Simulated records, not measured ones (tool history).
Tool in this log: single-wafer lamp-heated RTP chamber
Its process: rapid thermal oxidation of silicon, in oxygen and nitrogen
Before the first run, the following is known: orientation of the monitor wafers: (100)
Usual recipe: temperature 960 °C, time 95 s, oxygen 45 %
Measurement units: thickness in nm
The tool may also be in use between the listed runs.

run	hour	temperature	time	oxygen	wafers since the last listed run	wafers since the last pyrometer calibration	hours since the oxygen flow controller was replaced	hours since the gauge calibration	read-back reference wafer on the same gauge, thickness	thickness
1	0.0	960	131	45	0	1459	4098.6	172.1	4.436	4.375
2	43.1	960	131	45	425	1885	4141.7	215.2	4.426	4.341
3	102.8	970	95	45	589	2474	4201.4	274.9	4.416	4.123
4	155.8	960	95	45	523	2998	4254.4	327.9	4.414	3.798
5	211.1	960	95	45	546	3544	4309.7	383.2	4.406	3.807
6	292.7	960	95	45	806	4350	4391.3	464.8	4.402	3.823
# hour 334.5: oxygen flow controller replaced
7	346.1	960	95	45	448	4798	11.6	518.2	4.402	3.820
# hour 393.7: pyrometer window cleaned and pyrometer calibrated
# hour 405.7: gauge calibrated
8	410.6	969	95	20	558	166	76.1	4.9	4.505	3.319
9	438.6	960	128	45	276	443	104.1	32.9	4.498	4.424
10	509.0	972	133	74	695	1138	174.5	103.3	4.467	5.752
11	540.4	960	95	45	310	1449	205.9	134.7	4.450	3.890
12	607.8	932	132	45	665	2114	273.3	202.1	4.444	3.625
13	646.2	983	80	45	379	2494	311.7	240.5	4.435	4.210
14	704.7	960	95	45	577	3071	370.2	299.0	4.427	3.843

Each row is a separate what-if for the run after 14, all from the same tool condition, not one after another. Results?
A	705.1	960	141	45	3	3075	370.6	299.4	?	?
B	705.1	936	69	34	3	3075	370.6	299.4	?	?
C	705.1	932	67	45	3	3075	370.6	299.4	?	?

run	read-back reference wafer on the same gauge, thickness	thickness
A	4.414	4.558
B	4.414	2.809
C	4.414	2.891
Had the tool no hidden state, the same runs would have come out as:
run	thickness
A	4.658
B	2.870
C	2.954
